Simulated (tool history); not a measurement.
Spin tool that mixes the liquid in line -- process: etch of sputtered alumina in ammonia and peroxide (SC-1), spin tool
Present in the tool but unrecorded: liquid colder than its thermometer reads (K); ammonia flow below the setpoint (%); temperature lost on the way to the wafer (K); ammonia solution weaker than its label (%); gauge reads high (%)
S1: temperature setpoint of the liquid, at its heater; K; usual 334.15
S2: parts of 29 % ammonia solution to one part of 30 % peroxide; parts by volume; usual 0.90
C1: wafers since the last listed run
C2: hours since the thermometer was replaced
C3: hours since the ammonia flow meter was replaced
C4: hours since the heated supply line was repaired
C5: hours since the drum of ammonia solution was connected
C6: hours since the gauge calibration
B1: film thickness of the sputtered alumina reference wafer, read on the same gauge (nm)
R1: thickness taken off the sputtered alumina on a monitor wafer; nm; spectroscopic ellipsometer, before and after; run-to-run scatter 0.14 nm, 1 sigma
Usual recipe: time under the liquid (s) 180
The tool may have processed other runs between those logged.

Run 1, day 0.000: usual settings but S1 340.15 K, time under the liquid (s) 210; C1 0; C2 1700.5; C3 2014.8; C4 549.1; C5 192.3; C6 795.4; B1 137.12. Result: R1 29.27 nm.
Run 2, day 2.929: usual settings but S1 340.15 K, time under the liquid (s) 210; C1 520; C2 1770.8; C3 2085.1; C4 619.4; C5 262.6; C6 865.7; B1 136.52. Result: R1 29.57 nm.
Run 3, day 7.362: usual settings but S1 340.15 K, time under the liquid (s) 210; C1 787; C2 1877.2; C3 2191.5; C4 725.8; C5 369.0; C6 972.1; B1 135.57. Result: R1 29.28 nm.
Run 4, day 11.404: usual settings but S2 1.20 parts by volume; C1 717; C2 1974.2; C3 2288.5; C4 822.8; C5 466.0; C6 1069.1; B1 134.53. Result: R1 18.53 nm.
At day 15.417: gauge calibrated.
Run 5, day 15.475: usual settings but time under the liquid (s) 105; C1 722; C2 2071.9; C3 2386.2; C4 920.5; C5 563.7; C6 1.4; B1 139.38. Result: R1 11.17 nm.
At day 16.008: heated supply line repaired.
Run 6, day 18.321: usual settings but time under the liquid (s) 105; C1 497; C2 2140.2; C3 2454.5; C4 55.5; C5 632.0; C6 69.7; B1 139.39. Result: R1 11.27 nm.
At day 19.262: new drum of ammonia solution connected.
At day 21.662: ammonia flow meter replaced.
Run 7, day 22.475: usual settings but S1 340.65 K, S2 1.20 parts by volume; C1 722; C2 2239.9; C3 19.5; C4 155.2; C5 77.1; C6 169.4; B1 139.30. Result: R1 26.82 nm.
Run 8, day 26.967: usual settings but S1 340.65 K, S2 1.20 parts by volume; C1 797; C2 2347.7; C3 127.3; C4 263.0; C5 184.9; C6 277.2; B1 139.01. Result: R1 26.93 nm.
Run 9, day 30.221: usual settings; C1 577; C2 2425.8; C3 205.4; C4 341.1; C5 263.0; C6 355.3; B1 138.74. Result: R1 19.21 nm.
At day 30.421: thermometer replaced.
Run 10, day 32.521: usual settings but S1 325.65 K; C1 400; C2 50.4; C3 260.6; C4 396.3; C5 318.2; C6 410.5; B1 138.53. Result: R1 12.17 nm.
Run 11, day 36.033: usual settings but S1 342.15 K, S2 1.10 parts by volume, time under the liquid (s) 260; C1 623; C2 134.7; C3 344.9; C4 480.6; C5 402.5; C6 494.8; B1 138.13. Result: R1 41.46 nm.
Run 12, day 37.633: usual settings but S2 0.80 parts by volume, time under the liquid (s) 80; C1 284; C2 173.1; C3 383.3; C4 519.0; C5 440.9; C6 533.2; B1 137.94. Result: R1 8.31 nm.
Run 13, day 39.275: usual settings but S2 1.20 parts by volume; C1 291; C2 212.5; C3 422.7; C4 558.4; C5 480.3; C6 572.6; B1 137.72. Result: R1 19.32 nm.
Run 14, day 41.158: usual settings but time under the liquid (s) 255; C1 334; C2 257.7; C3 467.9; C4 603.6; C5 525.5; C6 617.8; B1 137.47. Result: R1 26.76 nm.
At day 45.167: new drum of ammonia solution connected.
Run 15, day 45.329: usual settings but S1 328.15 K, S2 0.60 parts by volume, time under the liquid (s) 210; C1 733; C2 357.8; C3 568.0; C4 703.7; C5 3.9; C6 717.9; B1 136.74. Result: R1 15.29 nm.
Run 16, day 46.921: usual settings but S1 331.15 K, time under the liquid (s) 125; C1 282; C2 396.0; C3 606.2; C4 741.9; C5 42.1; C6 756.1; B1 136.50. Result: R1 11.13 nm.

Here are 3 independent what-if runs from the current tool condition. What would each one return?
Run A, day 46.942: usual settings; C1 3; C2 396.5; C3 606.7; C4 742.4; C5 42.6; C6 756.6; B1 ?. Result: R1 ?.
Run B, day 46.942: usual settings but S1 338.65 K, S2 0.55 parts by volume, time under the liquid (s) 255; C1 3; C2 396.5; C3 606.7; C4 742.4; C5 42.6; C6 756.6; B1 ?. Result: R1 ?.
Run C, day 46.942: usual settings but S1 339.65 K; C1 3; C2 396.5; C3 606.7; C4 742.4; C5 42.6; C6 756.6; B1 ?. Result: R1 ?.

run      B1     R1
  A  136.49  18.58
  B  136.49  31.50
  C  136.49  24.47
The same runs, with their run-to-run variation unchanged, on a tool lacking any hidden condition would have given:
run     R1
  A  19.06
  B  32.31
  C  25.10
